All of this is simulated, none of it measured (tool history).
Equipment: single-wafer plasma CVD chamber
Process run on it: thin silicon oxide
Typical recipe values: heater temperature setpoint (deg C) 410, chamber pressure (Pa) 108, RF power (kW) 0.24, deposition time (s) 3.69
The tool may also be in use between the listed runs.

| run | day | heater temperature setpoint (deg C) | chamber pressure (Pa) | RF power (kW) | deposition time (s) | read-back reference wafer on the same gauge, thickness_nm | mean film thickness on the monitor wafer (angstrom) |
|---|---|---|---|---|---|---|---|
| 1 | 0 | 410 | 108 | 0.27 | 3.69 | 7.04 | 63.99 |
| 2 | 0.504 | 410 | 108 | 0.27 | 3.69 | 7.028 | 63.72 |
| 3 | 0.975 | 410 | 108 | 0.24 | 3.69 | 7.025 | 60.97 |
|  | 1.046 | gauge calibrated |
| 4 | 1.6 | 410 | 108 | 0.24 | 3.69 | 7.033 | 61.42 |
|  | 2.179 | thermocouple changed; heater temperature recalibrated |
| 5 | 2.25 | 410 | 108 | 0.24 | 3.69 | 7.033 | 61.27 |
|  | 2.829 | RF generator calibrated |
| 6 | 2.85 | 410 | 108 | 0.24 | 3.69 | 7.035 | 62.66 |
| 7 | 3.254 | 410 | 108 | 0.24 | 3.69 | 7.034 | 62.81 |
| 8 | 3.554 | 410 | 108 | 0.24 | 3.69 | 7.027 | 62.6 |
| 9 | 3.825 | 410 | 91.6 | 0.24 | 3.38 | 7.024 | 50.22 |
|  | 4.242 | showerhead replaced |
| 10 | 4.317 | 410 | 108 | 0.24 | 3.69 | 7.034 | 62.72 |
| 11 | 5.05 | 415 | 129.2 | 0.24 | 3.69 | 7.038 | 70.76 |
| 12 | 5.746 | 410 | 101.2 | 0.24 | 3.88 | 7.035 | 62.39 |
| 13 | 6.429 | 415 | 108 | 0.24 | 3.69 | 7.034 | 62.21 |
| 14 | 6.729 | 410 | 108 | 0.24 | 3.69 | 7.032 | 62.32 |
| 15 | 7.438 | 410 | 108 | 0.24 | 3.39 | 7.031 | 57.68 |
| 16 | 7.704 | 410 | 130.3 | 0.24 | 3.69 | 7.041 | 71.21 |
|  | 8.646 | capacitance manometer re-zeroed and calibrated |
| 17 | 8.667 | 410 | 108 | 0.24 | 3.69 | 7.023 | 62.4 |
| 18 | 9.079 | 410 | 108 | 0.24 | 3.69 | 7.032 | 62.09 |
| 19 | 9.712 | 400 | 108 | 0.24 | 3.69 | 7.031 | 62.49 |
| 20 | 10.262 | 395 | 97.7 | 0.215 | 3.37 | 7.03 | 51.41 |
| 21 | 10.7 | 403 | 89.6 | 0.195 | 4.27 | 7.023 | 58.26 |
| 22 | 11.333 | 424 | 108 | 0.24 | 3.69 | 7.034 | 62.03 |
| 23 | 11.838 | 410 | 108 | 0.215 | 3.69 | 7.034 | 59.65 |
| 24 | 12.425 | 398 | 82.7 | 0.195 | 3.39 | 7.03 | 43.36 |
| 25 | 12.95 | 410 | 108 | 0.205 | 3.69 | 7.024 | 58.75 |
| 26 | 13.346 | 424 | 123.6 | 0.26 | 3.27 | 7.024 | 61.46 |
| 27 | 14.029 | 415 | 119.7 | 0.275 | 4 | 7.028 | 75.66 |
| 28 | 14.538 | 410 | 108 | 0.26 | 3.69 | 7.037 | 63.86 |
| 29 | 15.05 | 410 | 108 | 0.24 | 3.69 | 7.039 | 62.14 |

Each row is a separate what-if for the run after 29, all from the same tool condition, not one after another. Results?
| A | 15.067 | 410 | 108 | 0.24 | 3.69 | ? | ? |
| B | 15.067 | 410 | 108 | 0.195 | 3.69 | ? | ? |
| C | 15.067 | 416 | 86.5 | 0.24 | 3.69 | ? | ? |
| D | 15.067 | 410 | 116.1 | 0.24 | 2.98 | ? | ? |

| run | read-back reference wafer on the same gauge, thickness_nm | mean film thickness on the monitor wafer (angstrom) |
|---|---|---|
| A | 7.025 | 62.29 |
| B | 7.025 | 57.72 |
| C | 7.025 | 52.33 |
| D | 7.025 | 52.94 |
The same runs, with their run-to-run variation unchanged, on a tool lacking any hidden condition would have given:
| run | mean film thickness on the monitor wafer (angstrom) |
|---|---|
| A | 63.23 |
| B | 58.66 |
| C | 53.12 |
| D | 53.74 |

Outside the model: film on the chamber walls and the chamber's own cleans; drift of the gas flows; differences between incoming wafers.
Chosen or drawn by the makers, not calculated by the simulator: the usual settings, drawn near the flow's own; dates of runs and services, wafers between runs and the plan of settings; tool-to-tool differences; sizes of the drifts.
